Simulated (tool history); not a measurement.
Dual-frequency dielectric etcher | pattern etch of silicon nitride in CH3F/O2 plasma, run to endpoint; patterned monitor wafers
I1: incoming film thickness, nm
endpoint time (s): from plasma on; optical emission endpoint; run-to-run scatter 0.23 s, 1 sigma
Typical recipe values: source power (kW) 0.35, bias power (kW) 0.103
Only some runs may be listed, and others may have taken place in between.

{"run": 1, "hour": 0.0, "source power (kW)": 0.32, "bias power (kW)": 0.103, "I1": 60.6, "endpoint time (s)": 59.9}
{"run": 2, "hour": 19.5, "source power (kW)": 0.35, "bias power (kW)": 0.123, "I1": 60.6, "endpoint time (s)": 52.9}
{"run": 3, "hour": 37.0, "source power (kW)": 0.35, "bias power (kW)": 0.103, "I1": 60.6, "endpoint time (s)": 57.2}
{"run": 4, "hour": 53.9, "source power (kW)": 0.35, "bias power (kW)": 0.103, "I1": 61.4, "endpoint time (s)": 58}
{"run": 5, "hour": 70.2, "source power (kW)": 0.35, "bias power (kW)": 0.103, "I1": 61.5, "endpoint time (s)": 57.9}
{"run": 6, "hour": 87.6, "source power (kW)": 0.35, "bias power (kW)": 0.103, "I1": 61.1, "endpoint time (s)": 57.6}
{"run": 7, "hour": 101.8, "source power (kW)": 0.35, "bias power (kW)": 0.103, "I1": 60.3, "endpoint time (s)": 56.7}
{"run": 8, "hour": 125.6, "source power (kW)": 0.35, "bias power (kW)": 0.103, "I1": 60.8, "endpoint time (s)": 57.1}
{"run": 9, "hour": 228.4, "source power (kW)": 0.35, "bias power (kW)": 0.103, "I1": 61.1, "endpoint time (s)": 57}
{"hour": 250.1, "done": "source power generator calibrated"}
{"hour": 264.6, "done": "wet clean of the chamber"}
{"run": 10, "hour": 265.1, "source power (kW)": 0.33, "bias power (kW)": 0.103, "I1": 61, "endpoint time (s)": 65}
{"run": 11, "hour": 273.7, "source power (kW)": 0.33, "bias power (kW)": 0.103, "I1": 61.3, "endpoint time (s)": 65.1}
{"run": 12, "hour": 293.6, "source power (kW)": 0.35, "bias power (kW)": 0.103, "I1": 61.3, "endpoint time (s)": 63.5}
{"run": 13, "hour": 323.9, "source power (kW)": 0.43, "bias power (kW)": 0.125, "I1": 60.6, "endpoint time (s)": 52.9}
{"hour": 342.6, "done": "bias power generator calibrated"}
{"run": 14, "hour": 356.3, "source power (kW)": 0.35, "bias power (kW)": 0.103, "I1": 60.9, "endpoint time (s)": 62.2}
{"run": 15, "hour": 368.5, "source power (kW)": 0.42, "bias power (kW)": 0.092, "I1": 60.8, "endpoint time (s)": 60.6}
{"run": 16, "hour": 394.9, "source power (kW)": 0.27, "bias power (kW)": 0.128, "I1": 60, "endpoint time (s)": 62.2}
{"run": 17, "hour": 409.8, "source power (kW)": 0.35, "bias power (kW)": 0.123, "I1": 61.4, "endpoint time (s)": 58.3}
{"run": 18, "hour": 444.0, "source power (kW)": 0.35, "bias power (kW)": 0.103, "I1": 60.8, "endpoint time (s)": 62}
{"run": 19, "hour": 462.0, "source power (kW)": 0.44, "bias power (kW)": 0.086, "I1": 60.1, "endpoint time (s)": 60.6}
{"run": 20, "hour": 480.1, "source power (kW)": 0.31, "bias power (kW)": 0.112, "I1": 61, "endpoint time (s)": 62.9}
{"run": 21, "hour": 508.8, "source power (kW)": 0.26, "bias power (kW)": 0.124, "I1": 60.3, "endpoint time (s)": 63.5}
{"hour": 538.4, "done": "wet clean of the chamber, repeated, since the last time left the tool worse"}
{"run": 22, "hour": 538.9, "source power (kW)": 0.38, "bias power (kW)": 0.124, "I1": 61, "endpoint time (s)": 52.3}
{"run": 23, "hour": 560.6, "source power (kW)": 0.35, "bias power (kW)": 0.103, "I1": 61, "endpoint time (s)": 59}
{"run": 24, "hour": 575.3, "source power (kW)": 0.28, "bias power (kW)": 0.116, "I1": 60, "endpoint time (s)": 60.4}
{"hour": 601.1, "done": "upper electrode replaced"}
{"run": 25, "hour": 602.2, "source power (kW)": 0.4, "bias power (kW)": 0.126, "I1": 60.9, "endpoint time (s)": 50.8}
{"run": 26, "hour": 674.4, "source power (kW)": 0.35, "bias power (kW)": 0.11, "I1": 60.5, "endpoint time (s)": 56.1}
{"run": 27, "hour": 708.1, "source power (kW)": 0.35, "bias power (kW)": 0.103, "I1": 60.9, "endpoint time (s)": 58}
{"run": 28, "hour": 735.5, "source power (kW)": 0.35, "bias power (kW)": 0.082, "I1": 60.8, "endpoint time (s)": 64.1}
{"run": 29, "hour": 755.7, "source power (kW)": 0.31, "bias power (kW)": 0.08, "I1": 60.9, "endpoint time (s)": 68.1}
{"run": 30, "hour": 770.9, "source power (kW)": 0.27, "bias power (kW)": 0.126, "I1": 61, "endpoint time (s)": 58.8}
{"run": 31, "hour": 801.3, "source power (kW)": 0.32, "bias power (kW)": 0.086, "I1": 60.9, "endpoint time (s)": 65}
{"run": 32, "hour": 831.6, "source power (kW)": 0.43, "bias power (kW)": 0.119, "I1": 60.8, "endpoint time (s)": 49.6}
{"run": 33, "hour": 865.1, "source power (kW)": 0.29, "bias power (kW)": 0.091, "I1": 60.4, "endpoint time (s)": 65.3}
{"run": 34, "hour": 883.5, "source power (kW)": 0.41, "bias power (kW)": 0.103, "I1": 61, "endpoint time (s)": 53.6}
{"run": 35, "hour": 901.9, "source power (kW)": 0.38, "bias power (kW)": 0.122, "I1": 60.6, "endpoint time (s)": 50.7}

Hidden state, per run?
source power that arrives over what is set, %: 0 in every run
bias power that arrives over what is set, %: 0 in every run
H1: etch rate over this chamber's usual, %
run=1 H1=1.87
run=2 H1=2.03
run=3 H1=2.18
run=4 H1=2.33
run=5 H1=2.46
run=6 H1=2.61
run=7 H1=2.73
run=8 H1=2.93
run=9 H1=3.8
run=10 H1=-6.93
run=11 H1=-6.86
run=12 H1=-6.69
run=13 H1=-6.43
run=14 H1=-6.16
run=15 H1=-6.05
run=16 H1=-5.83
run=17 H1=-5.7
run=18 H1=-5.42
run=19 H1=-5.26
run=20 H1=-5.11
run=21 H1=-4.87
run=22 H1=0.0185
run=23 H1=0.202
run=24 H1=0.327
run=25 H1=0.554
run=26 H1=1.17
run=27 H1=1.45
run=28 H1=1.68
run=29 H1=1.85
run=30 H1=1.98
run=31 H1=2.24
run=32 H1=2.5
run=33 H1=2.78
run=34 H1=2.93
run=35 H1=3.09
